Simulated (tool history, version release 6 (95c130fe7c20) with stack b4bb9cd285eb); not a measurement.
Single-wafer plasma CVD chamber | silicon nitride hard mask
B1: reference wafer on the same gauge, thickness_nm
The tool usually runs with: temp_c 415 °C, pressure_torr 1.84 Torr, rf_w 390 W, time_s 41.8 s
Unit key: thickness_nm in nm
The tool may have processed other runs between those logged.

run 1 hour=0 | temp_c=415 pressure_torr=1.84 rf_w=390 time_s=41.8 | B1=53.101 | thickness_nm=57.862
run 2 hour=19.7 | temp_c=415 pressure_torr=1.84 rf_w=390 time_s=41.8 | B1=53.13 | thickness_nm=57.801
run 3 hour=32.1 | temp_c=415 pressure_torr=1.84 rf_w=390 time_s=41.8 | B1=53.118 | thickness_nm=57.931
run 4 hour=42.2 | temp_c=415 pressure_torr=1.84 rf_w=390 time_s=41.8 | B1=53.085 | thickness_nm=57.814
run 5 hour=54.3 | temp_c=415 pressure_torr=1.84 rf_w=390 time_s=41.8 | B1=53.118 | thickness_nm=57.85
run 6 hour=64.4 | temp_c=415 pressure_torr=1.84 rf_w=390 time_s=41.8 | B1=53.102 | thickness_nm=57.607
run 7 hour=75 | temp_c=415 pressure_torr=1.84 rf_w=390 time_s=41.8 | B1=53.137 | thickness_nm=57.988
-- hour=88.4 capacitance manometer re-zeroed and calibrated
run 8 hour=88.9 | temp_c=415 pressure_torr=1.84 rf_w=390 time_s=41.8 | B1=53.117 | thickness_nm=57.851
-- hour=123.3 RF generator calibrated
run 9 hour=123.8 | temp_c=415 pressure_torr=1.84 rf_w=390 time_s=41.8 | B1=53.101 | thickness_nm=56.536
run 10 hour=131.1 | temp_c=408 pressure_torr=1.84 rf_w=390 time_s=45.9 | B1=53.094 | thickness_nm=62.391
run 11 hour=137.3 | temp_c=415 pressure_torr=1.84 rf_w=390 time_s=41.8 | B1=53.063 | thickness_nm=56.391
-- hour=151.4 showerhead replaced
run 12 hour=153.3 | temp_c=415 pressure_torr=1.84 rf_w=325 time_s=41.8 | B1=53.097 | thickness_nm=52.425
-- hour=162.6 thermocouple changed; heater temperature recalibrated
run 13 hour=166.8 | temp_c=415 pressure_torr=1.84 rf_w=390 time_s=41.8 | B1=53.099 | thickness_nm=56.599
-- hour=181.3 RF generator calibrated, repeated, since the last time left the tool worse
run 14 hour=181.8 | temp_c=415 pressure_torr=1.96 rf_w=390 time_s=41.8 | B1=53.108 | thickness_nm=60.346
-- hour=182.3 gauge calibrated
run 15 hour=202.3 | temp_c=430 pressure_torr=1.84 rf_w=435 time_s=34.7 | B1=53.118 | thickness_nm=50.527
run 16 hour=208.5 | temp_c=407 pressure_torr=2.06 rf_w=345 time_s=38.1 | B1=53.065 | thickness_nm=53.348
run 17 hour=221 | temp_c=415 pressure_torr=1.84 rf_w=390 time_s=41.8 | B1=53.111 | thickness_nm=58.725
run 18 hour=236.2 | temp_c=420 pressure_torr=1.49 rf_w=390 time_s=41.8 | B1=53.095 | thickness_nm=53.274
run 19 hour=253 | temp_c=415 pressure_torr=1.52 rf_w=370 time_s=41.8 | B1=53.085 | thickness_nm=52.862

5 options for the next run, each taken on its own from the tool as it stands now. Forecast them:
run A hour=253.4 | temp_c=415 pressure_torr=1.84 rf_w=390 time_s=46.8 | B1=? | thickness_nm=?
run B hour=253.4 | temp_c=415 pressure_torr=1.84 rf_w=360 time_s=50 | B1=? | thickness_nm=?
run C hour=253.4 | temp_c=402 pressure_torr=1.84 rf_w=390 time_s=41.8 | B1=? | thickness_nm=?
run D hour=253.4 | temp_c=426 pressure_torr=1.59 rf_w=390 time_s=49.9 | B1=? | thickness_nm=?
run E hour=253.4 | temp_c=415 pressure_torr=2.22 rf_w=330 time_s=41.8 | B1=? | thickness_nm=?

run=A B1=53.08 thickness_nm=65.652
run=B B1=53.08 thickness_nm=67.803
run=C B1=53.08 thickness_nm=59.032
run=D B1=53.08 thickness_nm=65.444
run=E B1=53.08 thickness_nm=58.566
Stripped of hidden state, with their random variation kept, the same runs would have yielded:
run=A thickness_nm=66.104
run=B thickness_nm=68.269
run=C thickness_nm=59.438
run=D thickness_nm=65.895
run=E thickness_nm=58.969

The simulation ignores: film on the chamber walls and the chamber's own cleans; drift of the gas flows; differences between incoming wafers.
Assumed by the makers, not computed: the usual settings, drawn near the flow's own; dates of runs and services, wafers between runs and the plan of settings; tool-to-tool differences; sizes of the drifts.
